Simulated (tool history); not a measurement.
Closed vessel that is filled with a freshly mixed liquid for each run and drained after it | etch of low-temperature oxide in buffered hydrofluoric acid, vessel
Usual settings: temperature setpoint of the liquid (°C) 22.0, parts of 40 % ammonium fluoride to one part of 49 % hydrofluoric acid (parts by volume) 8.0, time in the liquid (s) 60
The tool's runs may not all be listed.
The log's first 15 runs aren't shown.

run	hour	temperature setpoint of the liquid (°C)	parts of 40 % ammonium fluoride to one part of 49 % hydrofluoric acid (parts by volume)	time in the liquid (s)	wafers since the last listed run	hours since the thermometer was replaced	hours since the hydrofluoric acid flow meter was replaced	hours since the gauge calibration	read-back film thickness of the low-temperature oxide reference wafer, read on the same gauge (nm)	thickness taken off the low-temperature oxide on a monitor wafer (Å)
# hour 188.5: hydrofluoric acid flow meter replaced
# hour 213.4: gauge calibrated
16	219.2	19.5	8.0	80	7592	755.5	30.7	5.8	40.00	3117.5
# hour 222.7: thermometer replaced
17	235.8	18.0	8.0	75	2264	13.1	47.3	22.4	40.01	2704.1
18	245.3	22.0	8.0	60	1379	22.6	56.8	31.9	40.00	2677.1
19	260.2	22.0	8.0	60	2163	37.5	71.7	46.8	40.02	2676.7
20	267.1	22.0	8.0	60	1001	44.4	78.6	53.7	40.01	2692.7
21	273.4	22.0	8.0	90	914	50.7	84.9	60.0	39.98	4079.9
22	283.2	22.0	8.0	85	1422	60.5	94.7	69.8	39.99	3846.2
23	297.5	19.0	8.0	35	2076	74.8	109.0	84.1	39.99	1330.2
24	315.5	22.0	8.0	60	2613	92.8	127.0	102.1	40.00	2689.0
25	327.8	26.5	10.5	90	1785	105.1	139.3	114.4	40.00	4077.3
26	335.5	22.0	8.0	60	1117	112.8	147.0	122.1	40.01	2723.3
27	346.0	22.0	9.0	75	1524	123.3	157.5	132.6	40.00	3002.5
28	357.8	22.0	8.0	70	1713	135.1	169.3	144.4	40.00	3189.0
29	367.7	19.0	8.0	85	1437	145.0	179.2	154.3	39.98	3254.1
30	379.1	23.5	7.0	70	1655	156.4	190.6	165.7	40.00	3973.0
31	387.5	22.0	8.0	60	1219	164.8	199.0	174.1	40.02	2731.6
32	399.7	22.0	8.0	60	1771	177.0	211.2	186.3	40.00	2748.7

Forecast run 33:
33	413.9	17.0	8.0	75	2061	191.2	225.4	200.5	?	?

read-back film thickness of the low-temperature oxide reference wafer, read on the same gauge (nm): 40.00
thickness taken off the low-temperature oxide on a monitor wafer (Å): 2582.5
Without the tool's hidden state the same run would have given thickness taken off the low-temperature oxide on a monitor wafer (Å) 2516.1.

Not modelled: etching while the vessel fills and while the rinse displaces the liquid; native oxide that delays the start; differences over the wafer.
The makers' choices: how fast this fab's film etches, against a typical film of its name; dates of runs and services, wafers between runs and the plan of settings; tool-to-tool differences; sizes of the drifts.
